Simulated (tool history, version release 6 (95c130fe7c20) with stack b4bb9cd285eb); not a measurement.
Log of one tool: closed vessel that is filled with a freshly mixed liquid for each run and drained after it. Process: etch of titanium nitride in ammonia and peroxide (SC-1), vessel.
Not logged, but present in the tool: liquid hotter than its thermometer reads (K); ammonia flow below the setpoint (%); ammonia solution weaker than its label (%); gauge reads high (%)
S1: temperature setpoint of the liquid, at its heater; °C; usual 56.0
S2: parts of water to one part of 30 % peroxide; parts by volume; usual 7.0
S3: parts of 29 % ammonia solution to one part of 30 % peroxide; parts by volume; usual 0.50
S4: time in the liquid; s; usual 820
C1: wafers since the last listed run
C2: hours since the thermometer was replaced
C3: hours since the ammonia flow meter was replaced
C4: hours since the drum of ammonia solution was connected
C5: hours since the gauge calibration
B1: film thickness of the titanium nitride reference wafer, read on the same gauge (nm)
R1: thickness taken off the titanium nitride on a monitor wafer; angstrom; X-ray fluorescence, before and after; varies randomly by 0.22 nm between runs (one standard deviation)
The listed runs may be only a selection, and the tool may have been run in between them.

run,day,S1,S2,S3,S4,C1,C2,C3,C4,C5,B1,R1
1,0.000,61.5,7.0,0.50,820,0,2292.4,478.8,267.1,52.0,100.01,758.6
2,2.104,48.0,5.0,0.65,1010,3032,2342.9,529.3,317.6,102.5,100.02,460.6
3,3.371,60.0,7.0,0.35,555,1825,2373.3,559.7,348.0,132.9,99.98,434.7
4,4.767,53.0,7.0,0.50,820,2011,2406.8,593.2,381.5,166.4,100.00,428.7
5,7.746,46.0,7.0,0.30,1190,4293,2478.3,664.7,453.0,237.9,100.01,344.9
6,8.942,56.0,7.0,0.50,820,1723,2507.0,693.4,481.7,266.6,99.99,520.5
# day 10.229: thermometer replaced
7,11.204,48.5,8.5,0.75,820,3200,23.4,747.7,536.0,320.9,99.98,298.9
8,14.067,56.0,7.0,0.50,820,4125,92.1,816.4,604.7,389.6,99.97,514.9
# day 15.083: new drum of ammonia solution connected
9,16.396,49.5,7.0,0.60,820,3296,148.0,872.3,31.5,445.5,99.98,346.9
10,17.604,60.5,10.0,0.70,600,1741,177.0,901.3,60.5,474.5,99.99,459.0
11,20.562,56.0,5.5,0.50,820,4263,248.0,972.3,131.5,545.5,99.99,588.1
12,22.254,56.0,7.0,0.50,990,2437,288.6,1012.9,172.1,586.1,100.01,635.0
13,24.458,56.0,7.0,0.50,820,3176,341.5,1065.8,225.0,639.0,100.01,523.0
14,25.529,47.5,8.5,0.50,470,1543,367.2,1091.5,250.7,664.7,99.98,151.0
# day 25.808: ammonia flow meter replaced
15,27.212,56.0,7.0,0.50,820,2365,407.6,33.7,291.1,705.1,100.01,528.7
16,28.525,65.5,5.5,0.40,820,1891,439.1,65.2,322.6,736.6,100.05,1070.6
17,29.858,56.0,7.0,0.60,1280,1921,471.1,97.2,354.6,768.6,99.99,852.8
18,31.875,56.0,7.0,0.50,820,2906,519.5,145.6,403.0,817.0,100.04,529.1
19,34.067,56.0,8.5,0.50,350,3158,572.1,198.2,455.6,869.6,100.05,206.0
20,35.779,56.0,7.0,0.50,820,2467,613.2,239.3,496.7,910.7,100.04,527.4

Predict the results of run 21:
21,37.146,63.5,9.0,0.50,820,1969,646.0,272.1,529.5,943.5,?,?

B1: 100.04
R1: 752.2 angstrom
The same run, on a tool lacking any hidden state, would have yielded R1 769.7 angstrom.

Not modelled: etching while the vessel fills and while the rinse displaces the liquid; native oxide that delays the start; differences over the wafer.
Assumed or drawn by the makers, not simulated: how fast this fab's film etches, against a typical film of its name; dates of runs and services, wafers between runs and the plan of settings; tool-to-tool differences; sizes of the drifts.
